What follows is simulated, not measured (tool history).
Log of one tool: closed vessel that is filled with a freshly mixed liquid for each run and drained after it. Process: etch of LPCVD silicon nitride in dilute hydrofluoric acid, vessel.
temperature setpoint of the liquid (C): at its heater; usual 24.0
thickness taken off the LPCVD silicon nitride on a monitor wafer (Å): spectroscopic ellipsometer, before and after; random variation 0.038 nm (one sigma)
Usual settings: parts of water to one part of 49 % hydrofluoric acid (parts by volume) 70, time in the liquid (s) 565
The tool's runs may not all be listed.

run    hour  temperature setpoint of the liquid (C)  parts of water to one part of 49 % hydrofluoric acid (parts by volume)  time in the liquid (s)  wafers since the last listed run  hours since the thermometer was replaced  hours since the hydrofluoric acid flow meter was replaced  hours since the gauge calibration  read-back film thickness of the LPCVD silicon nitride reference wafer, read on the same gauge (nm)  thickness taken off the LPCVD silicon nitride on a monitor wafer (Å)
  1     0.0                                    24.0                                                                      70                     565                                 0                                     359.4                                                      924.9                             1069.6                                                                                             129.967                                                                 42.30
  2    24.9                                    24.0                                                                      70                     565                              1967                                     384.3                                                      949.8                             1094.5                                                                                             130.024                                                                 42.65
  3    54.2                                    24.0                                                                      70                     565                              2315                                     413.6                                                      979.1                             1123.8                                                                                             129.995                                                                 42.12
  4    85.8                                    24.0                                                                      70                     565                              2496                                     445.2                                                     1010.7                             1155.4                                                                                             130.002                                                                 42.85
  5   172.4                                    24.0                                                                      70                     565                              6843                                     531.8                                                     1097.3                             1242.0                                                                                             130.014                                                                 42.74
  6   238.0                                    24.0                                                                      55                     565                              5183                                     597.4                                                     1162.9                             1307.6                                                                                             130.006                                                                 54.67
  7   289.0                                    24.0                                                                      55                     565                              4029                                     648.4                                                     1213.9                             1358.6                                                                                             129.988                                                                 54.21
  8   320.4                                    24.0                                                                      55                     565                              2481                                     679.8                                                     1245.3                             1390.0                                                                                             129.995                                                                 54.85
  9   354.8                                    24.0                                                                      70                     565                              2718                                     714.2                                                     1279.7                             1424.4                                                                                             129.961                                                                 43.29
 10   384.6                                    24.0                                                                      70                     565                              2354                                     744.0                                                     1309.5                             1454.2                                                                                             129.996                                                                 44.04
 11   411.5                                    24.0                                                                      70                     565                              2125                                     770.9                                                     1336.4                             1481.1                                                                                             129.982                                                                 44.61
      427.9  -- thermometer replaced
 12   444.0                                    24.0                                                                      70                     565                              2489                                      16.1                                                     1368.9                             1513.6                                                                                             130.013                                                                 40.87
 13   470.6                                    24.0                                                                      70                     565                              2101                                      42.7                                                     1395.5                             1540.2                                                                                             129.980                                                                 41.19
 14   539.5                                    24.0                                                                      70                     565                              5444                                     111.6                                                     1464.4                             1609.1                                                                                             129.994                                                                 41.25
      566.8  -- hydrofluoric acid flow meter replaced
 15   577.0                                    26.0                                                                      45                     860                              2884                                     149.1                                                       10.2                             1646.6                                                                                             129.999                                                                112.88
      749.6  -- gauge calibrated
 16   778.6                                    24.0                                                                      70                     565                             15930                                     350.7                                                      211.8                               29.0                                                                                             130.044                                                                 42.00
 17   849.9                                    22.0                                                                      55                     250                              5634                                     422.0                                                      283.1                              100.3                                                                                             129.965                                                                 20.62
 18   890.4                                    24.0                                                                      70                     735                              3200                                     462.5                                                      323.6                              140.8                                                                                             130.006                                                                 56.42
 19  1065.0                                    24.0                                                                      70                     565                             13796                                     637.1                                                      498.2                              315.4                                                                                             129.941                                                                 43.32
 20  1110.8                                    24.0                                                                      70                     565                              3619                                     682.9                                                      544.0                              361.2                                                                                             129.980                                                                 44.41
 21  1181.9                                    28.0                                                                      85                     825                              5618                                     754.0                                                      615.1                              432.3                                                                                             129.988                                                                 69.32
     1215.9  -- thermometer replaced
 22  1375.3                                    24.0                                                                      70                     565                             15203                                     159.4                                                      808.5                              625.7                                                                                             129.974                                                                 41.77
 23  1428.9                                    28.0                                                                      35                     360                              4235                                     213.0                                                      862.1                              679.3                                                                                             129.992                                                                 68.27
 24  1470.9                                    21.5                                                                      70                     565                              3318                                     255.0                                                      904.1                              721.3                                                                                             130.010                                                                 35.33
 25  1526.6                                    24.0                                                                     100                     565                              4401                                     310.7                                                      959.8                              777.0                                                                                             129.999                                                                 29.63
 26  1559.0                                    24.0                                                                      70                     565                              2560                                     343.1                                                      992.2                              809.4                                                                                             130.033                                                                 41.95
 27  1597.8                                    28.5                                                                      55                     565                              3065                                     381.9                                                     1031.0                              848.2                                                                                             130.049                                                                 72.48
 28  1642.0                                    20.5                                                                      45                     565                              3492                                     426.1                                                     1075.2                              892.4                                                                                             129.985                                                                 51.76
 29  1694.4                                    22.0                                                                      85                     870                              4140                                     478.5                                                     1127.6                              944.8                                                                                             129.995                                                                 47.77

The next listed run, before its measurement:
 30  1755.4                                    24.0                                                                      70                     565                              4820                                     539.5                                                     1188.6                             1005.8                                                                                                   ?                                                                     ?

Run 30 gave read-back film thickness of the LPCVD silicon nitride reference wafer, read on the same gauge (nm) 130.020, thickness taken off the LPCVD silicon nitride on a monitor wafer (Å) 42.81.
Without the tool's hidden state the same run would have given thickness taken off the LPCVD silicon nitride on a monitor wafer (Å) 40.00.
